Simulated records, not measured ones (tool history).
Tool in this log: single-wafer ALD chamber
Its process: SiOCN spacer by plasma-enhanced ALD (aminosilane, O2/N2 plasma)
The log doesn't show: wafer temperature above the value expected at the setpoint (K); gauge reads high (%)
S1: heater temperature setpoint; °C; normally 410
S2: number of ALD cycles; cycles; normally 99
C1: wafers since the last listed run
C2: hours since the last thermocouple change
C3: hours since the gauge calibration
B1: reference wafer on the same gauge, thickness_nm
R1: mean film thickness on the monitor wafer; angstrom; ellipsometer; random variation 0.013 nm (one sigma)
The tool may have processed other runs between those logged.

run   hour   S1   S2   C1      C2     C3     B1     R1
  1    0.0  407   92    0  1704.1   63.3  5.479  50.20
  2   16.4  410  108   34  1720.5   79.7  5.483  58.45
  3   27.9  410   99   24  1732.0   91.2  5.482  53.53
  4   36.9  402   99   18  1741.0  100.2  5.481  54.40
  5   45.1  402   99   17  1749.2  108.4  5.482  54.59
  6   60.7  421   99   32  1764.8  124.0  5.484  52.04
  7   71.2  410   99   21  1775.3  134.5  5.479  53.57
  8   81.2  410   99   20  1785.3  144.5  5.485  53.52
  9   95.5  410   99   29  1799.6  158.8  5.479  53.46
 10  105.2  410   99   20  1809.3  168.5  5.478  53.42
 11  113.5  399   87   17  1817.6  176.8  5.481  48.41
     128.3  -- thermocouple changed; heater temperature recalibrated
 12  131.2  402   94   20     2.9  194.5  5.479  51.92
 13  149.1  410   99   37    20.8  212.4  5.476  53.47
 14  155.6  410   99   13    27.3  218.9  5.481  53.52
     163.6  -- gauge calibrated
 15  167.1  401  107   24    38.8    3.5  5.482  59.54
 16  173.7  422   90   13    45.4   10.1  5.480  47.08
 17  224.1  410   99  105    95.8   60.5  5.480  53.71
 18  230.6  410  115   13   102.3   67.0  5.485  62.19
 19  272.9  420   82   88   144.6  109.3  5.475  43.09
 20  287.5  414  109   30   159.2  123.9  5.479  58.40
 21  297.0  420  119   19   168.7  133.4  5.477  62.29

Forecast each of these 4 alternatives for the next run:
  A  297.6  405   99   1  169.3  134.0   ?   ?
  B  297.6  410  117   1  169.3  134.0   ?   ?
  C  297.6  403  111   1  169.3  134.0   ?   ?
  D  297.6  400  111   1  169.3  134.0   ?   ?

run     B1     R1
  A  5.480  54.25
  B  5.480  63.25
  C  5.480  61.15
  D  5.480  61.64
What these runs would have given with no unlogged condition in the tool:
run     R1
  A  54.25
  B  63.25
  C  61.15
  D  61.64

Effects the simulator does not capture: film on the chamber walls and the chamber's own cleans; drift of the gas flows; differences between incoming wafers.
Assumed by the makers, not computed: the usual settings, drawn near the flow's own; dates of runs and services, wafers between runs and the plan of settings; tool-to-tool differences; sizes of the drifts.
